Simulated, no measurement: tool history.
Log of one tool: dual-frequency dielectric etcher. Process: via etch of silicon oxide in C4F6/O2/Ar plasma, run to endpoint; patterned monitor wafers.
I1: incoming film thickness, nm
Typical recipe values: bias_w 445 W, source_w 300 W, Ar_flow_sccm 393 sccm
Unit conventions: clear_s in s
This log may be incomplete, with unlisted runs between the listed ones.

Run 1, hour 0.0: usual settings but bias_w 408 W, Ar_flow_sccm 466 sccm; I1 185.5. Result: clear_s 54.0 s.
At hour 74.0: wet clean of the chamber.
Run 2, hour 106.4: usual settings but bias_w 360 W; I1 184.2. Result: clear_s 56.0 s.
Run 3, hour 186.0: usual settings but source_w 360 W, Ar_flow_sccm 456 sccm; I1 185.5. Result: clear_s 50.2 s.
Run 4, hour 265.5: usual settings but source_w 360 W, Ar_flow_sccm 456 sccm; I1 184.1. Result: clear_s 49.8 s.
Run 5, hour 329.1: usual settings but source_w 360 W, Ar_flow_sccm 456 sccm; I1 184.4. Result: clear_s 49.4 s.
Run 6, hour 405.8: usual settings; I1 186.4. Result: clear_s 51.7 s.
At hour 532.8: wet clean of the chamber.
Run 7, hour 703.8: usual settings; I1 185.6. Result: clear_s 52.0 s.
Run 8, hour 757.2: usual settings; I1 186.3. Result: clear_s 52.0 s.
Run 9, hour 796.1: usual settings but Ar_flow_sccm 467 sccm; I1 184.0. Result: clear_s 52.3 s.
Run 10, hour 871.1: usual settings but Ar_flow_sccm 429 sccm; I1 183.2. Result: clear_s 51.6 s.
Run 11, hour 955.5: usual settings but source_w 330 W, Ar_flow_sccm 437 sccm; I1 184.5. Result: clear_s 50.3 s.
At hour 1026.7: wet clean of the chamber.
At hour 1033.8: upper electrode replaced.
Run 12, hour 1058.6: usual settings but Ar_flow_sccm 319 sccm; I1 185.2. Result: clear_s 50.8 s.
Run 13, hour 1120.8: usual settings; I1 185.1. Result: clear_s 52.1 s.
At hour 1126.8: source power generator calibrated.
At hour 1159.7: Ar flow controller replaced.
Run 14, hour 1177.9: usual settings but bias_w 490 W, source_w 250 W, Ar_flow_sccm 364 sccm; I1 185.5. Result: clear_s 52.2 s.
Run 15, hour 1242.3: usual settings but bias_w 339 W, source_w 330 W; I1 185.6. Result: clear_s 54.8 s.
At hour 1265.5: bias power generator calibrated.
Run 16, hour 1326.1: usual settings but Ar_flow_sccm 325 sccm; I1 185.6. Result: clear_s 50.0 s.
Run 17, hour 1417.3: usual settings but bias_w 491 W, source_w 330 W; I1 184.7. Result: clear_s 47.7 s.
At hour 1545.0: wet clean of the chamber.
Run 18, hour 1547.2: usual settings but Ar_flow_sccm 325 sccm; I1 184.3. Result: clear_s 50.2 s.
Run 19, hour 1601.2: usual settings; I1 185.3. Result: clear_s 52.1 s.

Alternative continuations, all from the tool just after run 19; predict every row:
Run A, hour 1601.6: usual settings; I1 183.4. Result: clear_s ?.
Run B, hour 1601.6: usual settings but Ar_flow_sccm 437 sccm; I1 183.4. Result: clear_s ?.
Run C, hour 1601.6: usual settings but bias_w 551 W, Ar_flow_sccm 438 sccm; I1 183.4. Result: clear_s ?.

run  clear_s
  A     51.4
  B     52.1
  C     48.3
The same runs, with their run-to-run variation unchanged, on a tool lacking any hidden condition would have given:
run  clear_s
  A     51.5
  B     52.2
  C     48.3
